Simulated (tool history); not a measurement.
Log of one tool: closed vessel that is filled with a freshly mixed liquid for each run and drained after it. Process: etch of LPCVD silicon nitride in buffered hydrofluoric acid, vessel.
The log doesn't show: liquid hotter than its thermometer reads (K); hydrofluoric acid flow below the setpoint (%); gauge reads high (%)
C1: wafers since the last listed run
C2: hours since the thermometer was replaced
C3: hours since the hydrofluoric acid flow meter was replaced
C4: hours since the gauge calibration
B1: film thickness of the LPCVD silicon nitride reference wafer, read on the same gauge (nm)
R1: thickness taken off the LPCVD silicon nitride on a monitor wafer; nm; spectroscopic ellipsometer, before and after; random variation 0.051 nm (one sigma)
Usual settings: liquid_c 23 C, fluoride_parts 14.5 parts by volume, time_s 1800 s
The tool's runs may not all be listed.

{"run": 1, "hour": 0.0, "liquid_c": 23, "fluoride_parts": 14.5, "time_s": 1800, "C1": 0, "C2": 349.9, "C3": 84.3, "C4": 1209, "B1": 60.02, "R1": 16.56}
{"run": 2, "hour": 89.9, "liquid_c": 23, "fluoride_parts": 14.5, "time_s": 1800, "C1": 3693, "C2": 439.8, "C3": 174.2, "C4": 1298.9, "B1": 60, "R1": 16.53}
{"run": 3, "hour": 130.0, "liquid_c": 23, "fluoride_parts": 14.5, "time_s": 1800, "C1": 1647, "C2": 479.9, "C3": 214.3, "C4": 1339, "B1": 60.01, "R1": 16.53}
{"run": 4, "hour": 223.4, "liquid_c": 23, "fluoride_parts": 14.5, "time_s": 1800, "C1": 3836, "C2": 573.3, "C3": 307.7, "C4": 1432.4, "B1": 59.99, "R1": 16.59}
{"run": 5, "hour": 304.8, "liquid_c": 23, "fluoride_parts": 14.5, "time_s": 1800, "C1": 3343, "C2": 654.7, "C3": 389.1, "C4": 1513.8, "B1": 60, "R1": 16.64}
{"run": 6, "hour": 351.3, "liquid_c": 25, "fluoride_parts": 14.5, "time_s": 1800, "C1": 1910, "C2": 701.2, "C3": 435.6, "C4": 1560.3, "B1": 60.01, "R1": 18.45}
{"run": 7, "hour": 407.0, "liquid_c": 25, "fluoride_parts": 14.5, "time_s": 1800, "C1": 2288, "C2": 756.9, "C3": 491.3, "C4": 1616, "B1": 60.04, "R1": 18.56}
{"run": 8, "hour": 458.5, "liquid_c": 19.5, "fluoride_parts": 16.5, "time_s": 1800, "C1": 2115, "C2": 808.4, "C3": 542.8, "C4": 1667.5, "B1": 60.01, "R1": 12.04}
{"run": 9, "hour": 500.5, "liquid_c": 19.5, "fluoride_parts": 16.5, "time_s": 1800, "C1": 1725, "C2": 850.4, "C3": 584.8, "C4": 1709.5, "B1": 60, "R1": 12.08}
{"run": 10, "hour": 577.1, "liquid_c": 19.5, "fluoride_parts": 16.5, "time_s": 1800, "C1": 3146, "C2": 927, "C3": 661.4, "C4": 1786.1, "B1": 60.01, "R1": 12.11}
{"run": 11, "hour": 623.8, "liquid_c": 26.5, "fluoride_parts": 13, "time_s": 1800, "C1": 1918, "C2": 973.7, "C3": 708.1, "C4": 1832.8, "B1": 60.03, "R1": 22.51}
{"run": 12, "hour": 699.3, "liquid_c": 26.5, "fluoride_parts": 13, "time_s": 1800, "C1": 3101, "C2": 1049.2, "C3": 783.6, "C4": 1908.3, "B1": 60.02, "R1": 22.43}
{"hour": 794.3, "done": "hydrofluoric acid flow meter replaced"}
{"run": 13, "hour": 807.0, "liquid_c": 23, "fluoride_parts": 14.5, "time_s": 1800, "C1": 4383, "C2": 1156.9, "C3": 12.7, "C4": 2016, "B1": 60.01, "R1": 16.81}
{"run": 14, "hour": 855.4, "liquid_c": 23, "fluoride_parts": 14.5, "time_s": 1800, "C1": 1988, "C2": 1205.3, "C3": 61.1, "C4": 2064.4, "B1": 60, "R1": 16.77}
{"run": 15, "hour": 935.1, "liquid_c": 23, "fluoride_parts": 14.5, "time_s": 1800, "C1": 3274, "C2": 1285, "C3": 140.8, "C4": 2144.1, "B1": 60.02, "R1": 16.76}
{"run": 16, "hour": 1006.4, "liquid_c": 23, "fluoride_parts": 17, "time_s": 1410, "C1": 2929, "C2": 1356.3, "C3": 212.1, "C4": 2215.4, "B1": 59.99, "R1": 11.28}
{"hour": 1025.7, "done": "gauge calibrated"}
{"run": 17, "hour": 1070.3, "liquid_c": 23, "fluoride_parts": 16.5, "time_s": 1800, "C1": 2625, "C2": 1420.2, "C3": 276, "C4": 44.6, "B1": 60, "R1": 14.81}
{"run": 18, "hour": 1150.9, "liquid_c": 23, "fluoride_parts": 9, "time_s": 1800, "C1": 3311, "C2": 1500.8, "C3": 356.6, "C4": 125.2, "B1": 59.97, "R1": 25.91}
{"run": 19, "hour": 1246.0, "liquid_c": 21.5, "fluoride_parts": 18.5, "time_s": 880, "C1": 3906, "C2": 1595.9, "C3": 451.7, "C4": 220.3, "B1": 59.97, "R1": 5.98}
{"run": 20, "hour": 1330.4, "liquid_c": 23, "fluoride_parts": 14.5, "time_s": 1800, "C1": 3467, "C2": 1680.3, "C3": 536.1, "C4": 304.7, "B1": 59.99, "R1": 16.92}
{"run": 21, "hour": 1423.4, "liquid_c": 23, "fluoride_parts": 20, "time_s": 2165, "C1": 3820, "C2": 1773.3, "C3": 629.1, "C4": 397.7, "B1": 59.97, "R1": 14.85}
{"hour": 1448.1, "done": "thermometer replaced"}
{"run": 22, "hour": 1465.1, "liquid_c": 19, "fluoride_parts": 17.5, "time_s": 1270, "C1": 1671, "C2": 17, "C3": 670.8, "C4": 439.4, "B1": 60.01, "R1": 7.7}
{"run": 23, "hour": 1780.1, "liquid_c": 26, "fluoride_parts": 14.5, "time_s": 1340, "C1": 12940, "C2": 332, "C3": 985.8, "C4": 754.4, "B1": 59.99, "R1": 14.5}
{"run": 24, "hour": 1828.2, "liquid_c": 23, "fluoride_parts": 14.5, "time_s": 1800, "C1": 1975, "C2": 380.1, "C3": 1033.9, "C4": 802.5, "B1": 60, "R1": 16.5}
{"hour": 1849.4, "done": "hydrofluoric acid flow meter replaced"}
{"run": 25, "hour": 1907.4, "liquid_c": 23, "fluoride_parts": 14.5, "time_s": 1800, "C1": 3212, "C2": 459.3, "C3": 58, "C4": 881.7, "B1": 60.01, "R1": 16.41}
{"run": 26, "hour": 1946.0, "liquid_c": 23, "fluoride_parts": 14.5, "time_s": 1800, "C1": 1585, "C2": 497.9, "C3": 96.6, "C4": 920.3, "B1": 60.02, "R1": 16.54}
{"run": 27, "hour": 2034.4, "liquid_c": 23, "fluoride_parts": 17, "time_s": 1410, "C1": 3631, "C2": 586.3, "C3": 185, "C4": 1008.7, "B1": 60, "R1": 11.1}
{"run": 28, "hour": 2105.4, "liquid_c": 27, "fluoride_parts": 9.5, "time_s": 1800, "C1": 2916, "C2": 657.3, "C3": 256, "C4": 1079.7, "B1": 59.97, "R1": 30.72}
{"run": 29, "hour": 2174.2, "liquid_c": 23, "fluoride_parts": 14.5, "time_s": 1800, "C1": 2826, "C2": 726.1, "C3": 324.8, "C4": 1148.5, "B1": 59.99, "R1": 16.57}
{"run": 30, "hour": 2229.0, "liquid_c": 27.5, "fluoride_parts": 14.5, "time_s": 2410, "C1": 2251, "C2": 780.9, "C3": 379.6, "C4": 1203.3, "B1": 60, "R1": 28.34}
{"run": 31, "hour": 2324.6, "liquid_c": 23, "fluoride_parts": 14.5, "time_s": 785, "C1": 3927, "C2": 876.5, "C3": 475.2, "C4": 1298.9, "B1": 59.97, "R1": 7.3}
{"run": 32, "hour": 2400.9, "liquid_c": 26.5, "fluoride_parts": 18.5, "time_s": 1800, "C1": 3134, "C2": 952.8, "C3": 551.5, "C4": 1375.2, "B1": 59.99, "R1": 15.9}

4 ways to go on from here, each from the tool as it stands after run 32. What would each give?
{"run": "A", "hour": 2402.1, "liquid_c": 20, "fluoride_parts": 14.5, "time_s": 1800, "C1": 49, "C2": 954, "C3": 552.7, "C4": 1376.4, "B1": "?", "R1": "?"}
{"run": "B", "hour": 2402.1, "liquid_c": 18.5, "fluoride_parts": 12, "time_s": 1800, "C1": 49, "C2": 954, "C3": 552.7, "C4": 1376.4, "B1": "?", "R1": "?"}
{"run": "C", "hour": 2402.1, "liquid_c": 26, "fluoride_parts": 17.5, "time_s": 1150, "C1": 49, "C2": 954, "C3": 552.7, "C4": 1376.4, "B1": "?", "R1": "?"}
{"run": "D", "hour": 2402.1, "liquid_c": 23, "fluoride_parts": 9, "time_s": 720, "C1": 49, "C2": 954, "C3": 552.7, "C4": 1376.4, "B1": "?", "R1": "?"}

run=A B1=60 R1=14.09
run=B B1=60 R1=15.59
run=C B1=60 R1=10.4
run=D B1=60 R1=10.22
Without the tool's hidden state the same runs would have given:
run=A R1=13.82
run=B R1=15.29
run=C R1=10.21
run=D R1=10.03
